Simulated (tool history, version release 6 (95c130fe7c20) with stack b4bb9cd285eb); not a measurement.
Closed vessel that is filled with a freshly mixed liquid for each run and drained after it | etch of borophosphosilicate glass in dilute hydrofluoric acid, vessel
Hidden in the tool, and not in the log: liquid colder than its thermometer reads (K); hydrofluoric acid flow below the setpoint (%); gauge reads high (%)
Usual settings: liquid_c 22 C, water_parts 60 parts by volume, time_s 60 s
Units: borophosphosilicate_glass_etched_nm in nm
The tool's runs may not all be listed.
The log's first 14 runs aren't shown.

run    hour  liquid_c  water_parts  time_s  wafers since the last listed run  hours since the thermometer was replaced  hours since the hydrofluoric acid flow meter was replaced  hours since the gauge calibration  read-back film thickness of the borophosphosilicate glass reference wafer, read on the same gauge (nm)  borophosphosilicate_glass_etched_nm
 15  1351.8      18.5           40      85                              4593                                      2005                                                      413.8                                723                                                                                                  119.97                                   63
 16    1505        26           60      60                             16714                                    2158.2                                                        567                              876.2                                                                                                  119.99                                39.57
 17  1574.6        22           60      75                              7593                                    2227.8                                                      636.6                              945.8                                                                                                  119.98                                42.13
 18  1682.6      26.5           60      60                             11783                                    2335.8                                                      744.6                             1053.8                                                                                                     120                                40.57
 19  1749.9      17.5           70      80                              7342                                    2403.1                                                      811.9                             1121.1                                                                                                  119.99                                31.24
 20  1857.1      19.5           60      40                             11695                                    2510.3                                                      919.1                             1228.3                                                                                                  120.02                                20.24
 21  2013.9        27           60      80                             17107                                    2667.1                                                     1075.9                             1385.1                                                                                                  120.01                                 54.4
     2016.5  -- thermometer replaced
 22  2120.8        22           60      35                             11553                                     104.3                                                     1182.8                               1492                                                                                                  119.98                                20.59
 23  2205.6        25           70      85                              9251                                     189.1                                                     1267.6                             1576.8                                                                                                  120.01                                   48
 24  2291.6      18.5           40      40                              9382                                     275.1                                                     1353.6                             1662.8                                                                                                  120.03                                31.32
 25  2331.6        22           60      60                              4364                                     315.1                                                     1393.6                             1702.8                                                                                                     120                                35.18
 26  2374.1        20           40      35                              4636                                     357.6                                                     1436.1                             1745.3                                                                                                  119.99                                   29
 27  2453.8        22           60      60                              8695                                     437.3                                                     1515.8                               1825                                                                                                  120.02                                35.39
 28  2557.8        25           60      80                             11346                                     541.3                                                     1619.8                               1929                                                                                                  120.01                                52.59
 29  2664.2      25.5           75      75                             11608                                     647.7                                                     1726.2                             2035.4                                                                                                  120.04                                39.73
 30    2731        22           60      60                              7288                                     714.5                                                       1793                             2102.2                                                                                                     120                                35.09
 31  2787.9        22           60      90                              6207                                     771.4                                                     1849.9                             2159.1                                                                                                     120                                52.52
 32  2873.5      23.5           60      60                              9339                                       857                                                     1935.5                             2244.7                                                                                                  120.01                                36.94

Forecast each of these 4 alternatives for the next run:
  A  2874.2        22           60      60                                76                                     857.7                                                     1936.2                             2245.4                                                                                                       ?                                    ?
  B  2874.2      23.5           75      60                                76                                     857.7                                                     1936.2                             2245.4                                                                                                       ?                                    ?
  C  2874.2        22           35      40                                76                                     857.7                                                     1936.2                             2245.4                                                                                                       ?                                    ?
  D  2874.2        18           60      60                                76                                     857.7                                                     1936.2                             2245.4                                                                                                       ?                                    ?

run  read-back film thickness of the borophosphosilicate glass reference wafer, read on the same gauge (nm)  borophosphosilicate_glass_etched_nm
  A                                                                                                  119.98                                34.81
  B                                                                                                  119.98                                29.08
  C                                                                                                  119.98                                41.04
  D                                                                                                  119.98                                29.39
Without the tool's hidden state the same runs would have given:
run  borophosphosilicate_glass_etched_nm
  A                                 35.5
  B                                29.64
  C                                41.87
  D                                29.98
